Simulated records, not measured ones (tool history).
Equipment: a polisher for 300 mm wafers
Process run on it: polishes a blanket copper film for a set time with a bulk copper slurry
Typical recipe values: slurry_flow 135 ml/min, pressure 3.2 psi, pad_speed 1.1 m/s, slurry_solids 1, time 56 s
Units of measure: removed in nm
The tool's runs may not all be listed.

run,hour,slurry_flow,pressure,pad_speed,slurry_solids,time,wafers since the last listed run,wafers polished on this pad,hours since the slurry nozzle was cleaned,hours since the head pressure was calibrated,hours since the slurry blender was calibrated,"incoming thickness of the incoming film, nm",removed
1,0,135,3.2,1.1,1,56,0,695,481,784.9,154,2546.1,610.3
2,13.8,135,2.8,1.1,1,56,181,876,494.8,798.7,167.8,2555.2,560.6
3,22.1,135,3.2,1.1,1,56,109,985,503.1,807,176.1,2547.8,605.2
4,29.1,135,3.2,1.1,1,56,92,1077,510.1,814,183.1,2618.8,605.2
# hour 37.5: worn pad replaced by a new one
5,38.6,135,3.2,1.1,1,56,72,13,519.6,823.5,192.6,2602.2,602.6
6,77,135,3.2,1.1,1,56,505,518,558,861.9,231,2618.6,598.4
7,92.4,135,3.2,1.1,1,56,202,721,573.4,877.3,246.4,2574.8,604.4
8,106.2,120,3.2,1.1,1,64,181,903,587.2,891.1,260.2,2623.2,661.9
# hour 125.2: worn pad replaced by a new one
9,139.4,120,3.2,1.1,1,64,384,187,620.4,924.3,293.4,2583.3,662.6
10,156.7,135,3.2,1.1,1,56,227,414,637.7,941.6,310.7,2589.2,590.1
# hour 169.9: slurry nozzle cleaned
11,184.7,135,3.2,1.1,1,56,355,769,14.8,969.6,338.7,2640.3,582.1
12,192.1,135,3.2,0.94,1,56,97,867,22.2,977,346.1,2576.9,496.1
# hour 197.6: worn pad replaced by a new one
13,201.4,135,3.2,0.94,1,56,69,49,31.5,986.3,355.4,2603.1,492
14,218.2,115,3.2,1.1,1,56,220,270,48.3,1003.1,372.2,2636.4,558.7
15,231.6,115,3.2,1.1,1,56,176,447,61.7,1016.5,385.6,2653.3,556.2
16,248.9,100,3.2,1.32,1,72,227,674,79,1033.8,402.9,2588,818
17,265.2,135,3.2,1.1,1,56,214,889,95.3,1050.1,419.2,2568.9,570.1
18,282.8,150,3.2,0.9,1,56,231,1120,112.9,1067.7,436.8,2571.7,467.7
# hour 287.9: worn pad replaced by a new one
19,291.9,120,3.2,1.1,1,56,67,52,122,1076.8,445.9,2593.2,552.2
# hour 304: slurry blender recalibrated
20,304.5,135,3.2,1.1,1,56,139,192,134.6,1089.4,0.5,2609,620.2
21,313.2,135,2.6,1,1.2,56,114,306,143.3,1098.1,9.2,2606.1,529.8
# hour 326.2: head pressure recalibrated
22,326.7,100,3.2,1.1,1,56,151,458,156.8,0.5,22.7,2587.5,572.8
23,341.2,135,2.7,1.22,0.85,50,190,648,171.3,15,37.2,2580.4,536.6
24,347.8,135,3.2,1.1,1.25,45,86,735,177.9,21.6,43.8,2609.5,535.3
25,360.6,135,3.2,0.78,1,61,168,903,190.7,34.4,56.6,2583.4,473.7
# hour 375.4: worn pad replaced by a new one
26,377.3,135,3.2,1.48,1.1,56,167,24,207.4,51.1,73.3,2576.2,845
27,386.4,135,3.7,1.1,0.85,62,119,144,216.5,60.2,82.4,2638.8,708.9
28,396.5,135,3.2,1.4,1.25,56,132,277,226.6,70.3,92.5,2615.4,828.5
29,403.5,165,3.2,1.1,0.9,46,92,369,233.6,77.3,99.5,2542,510.1
30,410.5,115,3.6,1.1,1,56,92,461,240.6,84.3,106.5,2585.7,644.4
31,420.2,135,2.7,1.22,0.85,50,127,588,250.3,94,116.2,2657.3,519.7

Per-run results on a tool with no hidden state, each run keeping its own random variation:
What the log doesn't record here: removal rate lost through wear of the pad, %; slurry flow missing at the pad, %; deviation of the head's pressure from its setpoint, %; abrasive missing from the slurry, %.
run,removed
1,632.4
2,582.7
3,630.2
4,631.1
5,629.8
6,630.9
7,639.6
8,702.7
9,709.2
10,634.4
11,630.2
12,538.3
13,535.1
14,610.4
15,609.8
16,901.2
17,631.1
18,520.3
19,616
20,624.6
21,534.6
22,579.3
23,544.1
24,544
25,482.4
26,863.7
27,725.3
28,850.7
29,523.8
30,663
31,535.3
